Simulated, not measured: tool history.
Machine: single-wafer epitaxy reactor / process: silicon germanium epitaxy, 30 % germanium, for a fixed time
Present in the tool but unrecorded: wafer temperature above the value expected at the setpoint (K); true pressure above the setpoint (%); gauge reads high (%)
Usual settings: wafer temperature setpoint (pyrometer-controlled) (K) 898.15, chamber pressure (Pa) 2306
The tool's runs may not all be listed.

run	day	wafer temperature setpoint (pyrometer-controlled) (K)	chamber pressure (Pa)	wafers since the last listed run	hours since the last pyrometer calibration	hours since the last manometer calibration	hours since the showerhead was replaced	hours since the gauge calibration	read-back reference wafer on the same gauge, thickness_nm	mean film thickness on the monitor wafer (Å)
1	0	898.15	2306	0	2331.4	1450.9	5079.9	1604.8	82.161	847.73
2	1.275	898.15	2306	744	2362	1481.5	5110.5	1635.4	82.09	849.59
3	2.792	898.15	2306	885	2398.4	1517.9	5146.9	1671.8	82.202	850.75
4	4.95	898.15	2306	1259	2450.2	1569.7	5198.7	1723.6	82.031	847.71
5	6.942	898.15	2306	1162	2498	1617.5	5246.5	1771.4	82.144	845.68
6	9.412	898.15	2306	1442	2557.3	1676.8	5305.8	1830.7	82.272	841.48
7	11.842	898.15	2306	1417	2615.6	1735.1	5364.1	1889	82.14	845.98
8	13.733	893.15	2306	1104	2661	1780.5	5409.5	1934.4	82.337	771.18
9	15.7	893.15	2306	1147	2708.2	1827.7	5456.7	1981.6	82.199	767.45
10	18.558	898.15	2306	1668	2776.8	1896.3	5525.3	2050.2	82.113	846.72
11	21.042	898.15	2306	1449	2836.4	1955.9	5584.9	2109.8	82.301	842.26
# day 23.233: pyrometer calibrated
12	23.342	898.15	2306	1147	2.6	2011.1	5640.1	2165	82.155	849.19
# day 24.688: gauge calibrated
13	25.262	903.15	2493	1121	48.7	2057.2	5686.2	13.8	82.246	963.27
14	27.454	898.15	2306	1279	101.3	2109.8	5738.8	66.4	82.164	842.03
15	35.075	898.15	2306	4447	284.2	2292.7	5921.7	249.3	82.315	841.14
16	36.771	908.15	1747	989	324.9	2333.4	5962.4	290	82.217	888.57
17	38.979	898.15	2306	1288	377.9	2386.4	6015.4	343	82.277	854.54
18	40.496	893.15	1933	885	414.3	2422.8	6051.8	379.4	82.117	697.22
19	41.846	898.15	2680	787	446.7	2455.2	6084.2	411.8	82.34	909.82
20	43.354	892.15	2133	880	482.9	2491.4	6120.4	448	82.218	724.85
21	44.375	887.15	2546	595	507.4	2515.9	6144.9	472.5	82.087	717.44
22	46.738	907.15	1760	1378	564.1	2572.6	6201.6	529.2	82.232	876.53
# day 48.079: capacitance manometer re-zeroed and calibrated
23	49.692	883.15	2306	1529	635	38.7	6272.5	600.1	82.292	622.73
24	50.871	908.15	1747	688	663.3	67	6300.8	628.4	82.243	884.77
# day 51.646: showerhead replaced
25	57.267	892.15	2853	3538	816.8	220.5	134.9	781.9	82.285	838.47
26	65.408	898.15	2133	4751	1012.2	415.9	330.3	977.3	82.181	807.58
27	67.138	898.15	2306	1009	1053.7	457.4	371.8	1018.8	82.115	844.61
28	68.596	889.15	1880	851	1088.7	492.4	406.8	1053.8	82.124	632.19
29	69.983	894.15	2493	809	1122	525.7	440.1	1087.1	82.289	819.81
30	71.538	906.15	2546	907	1159.3	563	477.4	1124.4	82.316	1049.71
31	73.912	898.15	2306	1386	1216.3	620	534.4	1181.4	82.104	844.76

How the hidden state differs across the entries between the runs, from the last listed run before each to the first after it:
From run 11 to run 12: pyrometer calibrated (day 23.233)
  no hidden state differs between the two runs
From run 12 to run 13: gauge calibrated (day 24.688)
  no hidden state differs between the two runs
From run 22 to run 23: capacitance manometer re-zeroed and calibrated (day 48.079)
  no hidden state differs between the two runs
From run 24 to run 25: showerhead replaced (day 51.646)
  no hidden state differs between the two runs

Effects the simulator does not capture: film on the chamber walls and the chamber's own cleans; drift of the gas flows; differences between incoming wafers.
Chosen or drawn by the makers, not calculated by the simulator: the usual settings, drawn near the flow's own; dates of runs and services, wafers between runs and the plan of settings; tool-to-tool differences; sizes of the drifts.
